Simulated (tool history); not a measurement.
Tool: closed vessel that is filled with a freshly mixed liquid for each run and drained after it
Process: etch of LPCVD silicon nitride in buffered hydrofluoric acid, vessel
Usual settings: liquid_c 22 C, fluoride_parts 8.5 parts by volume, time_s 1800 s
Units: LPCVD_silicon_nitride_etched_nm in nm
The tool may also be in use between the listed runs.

| run | day | liquid_c | fluoride_parts | time_s | read-back film thickness of the LPCVD silicon nitride reference wafer, read on the same gauge (nm) | LPCVD_silicon_nitride_etched_nm |
|---|---|---|---|---|---|---|
| 1 | 0 | 22 | 8.5 | 2560 | 149.98 | 32.92 |
| 2 | 1.808 | 23 | 8.5 | 1800 | 149.97 | 24.48 |
| 3 | 6.033 | 22 | 8.5 | 1130 | 149.99 | 14.51 |
| 4 | 9.962 | 22 | 8.5 | 1130 | 149.99 | 14.4 |
| 5 | 11.971 | 20.5 | 8.5 | 1240 | 150.02 | 14.55 |
| 6 | 14.75 | 22 | 8.5 | 1800 | 149.96 | 22.91 |
| 7 | 17.412 | 22 | 8.5 | 1800 | 149.99 | 22.9 |
| 8 | 21.029 | 22 | 8.5 | 1800 | 149.98 | 22.83 |
| 9 | 23.129 | 22 | 8.5 | 1800 | 150.02 | 22.8 |
| 10 | 26.683 | 26.5 | 8.5 | 2840 | 149.99 | 45.79 |
| 11 | 29.967 | 22 | 8.5 | 1800 | 150 | 22.59 |
| 12 | 32.512 | 22 | 8.5 | 2815 | 149.98 | 35.4 |

Forecast run 13:
|  | 32.558 | thermometer replaced |
|  | 35.45 | gauge calibrated |
| 13 | 36.325 | 26.5 | 10 | 1800 | ? | ? |

Run 13 gave read-back film thickness of the LPCVD silicon nitride reference wafer, read on the same gauge (nm) 150.03, LPCVD_silicon_nitride_etched_nm 25.48 nm.
Without the tool's hidden state the same run would have given LPCVD_silicon_nitride_etched_nm 26.83 nm.
